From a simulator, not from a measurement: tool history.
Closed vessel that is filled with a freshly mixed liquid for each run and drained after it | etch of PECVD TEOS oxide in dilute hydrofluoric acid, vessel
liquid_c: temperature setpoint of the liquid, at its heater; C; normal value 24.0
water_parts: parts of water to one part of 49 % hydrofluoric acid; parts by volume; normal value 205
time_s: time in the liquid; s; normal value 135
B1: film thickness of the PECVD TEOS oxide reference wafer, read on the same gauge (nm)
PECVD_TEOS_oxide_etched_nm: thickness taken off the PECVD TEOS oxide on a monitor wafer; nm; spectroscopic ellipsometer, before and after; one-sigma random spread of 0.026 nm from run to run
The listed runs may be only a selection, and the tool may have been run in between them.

{"run": 1, "hour": 0.0, "liquid_c": 24.0, "water_parts": 230, "time_s": 185, "B1": 130.0, "PECVD_TEOS_oxide_etched_nm": 4.53}
{"run": 2, "hour": 53.6, "liquid_c": 24.0, "water_parts": 205, "time_s": 135, "B1": 129.99, "PECVD_TEOS_oxide_etched_nm": 3.77}
{"run": 3, "hour": 66.9, "liquid_c": 24.0, "water_parts": 205, "time_s": 135, "B1": 130.0, "PECVD_TEOS_oxide_etched_nm": 3.77}
{"run": 4, "hour": 78.8, "liquid_c": 24.0, "water_parts": 205, "time_s": 135, "B1": 129.99, "PECVD_TEOS_oxide_etched_nm": 3.73}
{"run": 5, "hour": 113.0, "liquid_c": 24.0, "water_parts": 205, "time_s": 170, "B1": 130.01, "PECVD_TEOS_oxide_etched_nm": 4.65}
{"run": 6, "hour": 120.6, "liquid_c": 24.0, "water_parts": 205, "time_s": 170, "B1": 129.98, "PECVD_TEOS_oxide_etched_nm": 4.65}
{"run": 7, "hour": 136.5, "liquid_c": 24.0, "water_parts": 205, "time_s": 170, "B1": 130.01, "PECVD_TEOS_oxide_etched_nm": 4.62}
{"run": 8, "hour": 145.5, "liquid_c": 27.0, "water_parts": 205, "time_s": 135, "B1": 129.99, "PECVD_TEOS_oxide_etched_nm": 4.12}
{"run": 9, "hour": 160.0, "liquid_c": 24.0, "water_parts": 205, "time_s": 100, "B1": 130.0, "PECVD_TEOS_oxide_etched_nm": 3.18}
{"run": 10, "hour": 174.7, "liquid_c": 20.5, "water_parts": 175, "time_s": 135, "B1": 129.99, "PECVD_TEOS_oxide_etched_nm": 4.5}
{"run": 11, "hour": 183.7, "liquid_c": 24.0, "water_parts": 265, "time_s": 135, "B1": 130.0, "PECVD_TEOS_oxide_etched_nm": 3.45}
{"run": 12, "hour": 196.3, "liquid_c": 24.0, "water_parts": 205, "time_s": 135, "B1": 130.0, "PECVD_TEOS_oxide_etched_nm": 4.68}
{"run": 13, "hour": 209.0, "liquid_c": 22.5, "water_parts": 135, "time_s": 55, "B1": 130.0, "PECVD_TEOS_oxide_etched_nm": 2.97}
{"run": 14, "hour": 216.5, "liquid_c": 25.5, "water_parts": 175, "time_s": 135, "B1": 130.0, "PECVD_TEOS_oxide_etched_nm": 6.02}
{"run": 15, "hour": 231.4, "liquid_c": 24.0, "water_parts": 205, "time_s": 135, "B1": 129.99, "PECVD_TEOS_oxide_etched_nm": 4.63}
{"run": 16, "hour": 246.9, "liquid_c": 26.5, "water_parts": 205, "time_s": 135, "B1": 129.99, "PECVD_TEOS_oxide_etched_nm": 5.07}

Not shown: 3 entries that the log had between the listed runs. Between which runs, and how does the tool's hidden state differ before and after?
After run 3, before run 4: gauge calibrated (hour 77.0)
  liquid colder than its thermometer reads (K): 2.54 -> 2.57; hydrofluoric acid flow below the setpoint (%): 13.2 -> 13.3
  the result without the hidden state subtracted from the measured one, PECVD_TEOS_oxide_etched_nm: -1.15 -> -1.15 nm
After run 8, before run 9: hydrofluoric acid flow meter replaced (hour 157.2)
  liquid colder than its thermometer reads (K): 2.76 -> 2.8; hydrofluoric acid flow below the setpoint (%): 13.9 -> 2.13
  the result without the hidden state subtracted from the measured one, PECVD_TEOS_oxide_etched_nm: -1.36 -> -0.44 nm
After run 10, before run 11: thermometer replaced (hour 182.6)
  liquid colder than its thermometer reads (K): 2.84 -> 0.256; hydrofluoric acid flow below the setpoint (%): 2.25 -> 2.33
  the result without the hidden state subtracted from the measured one, PECVD_TEOS_oxide_etched_nm: -0.67 -> -0.14 nm
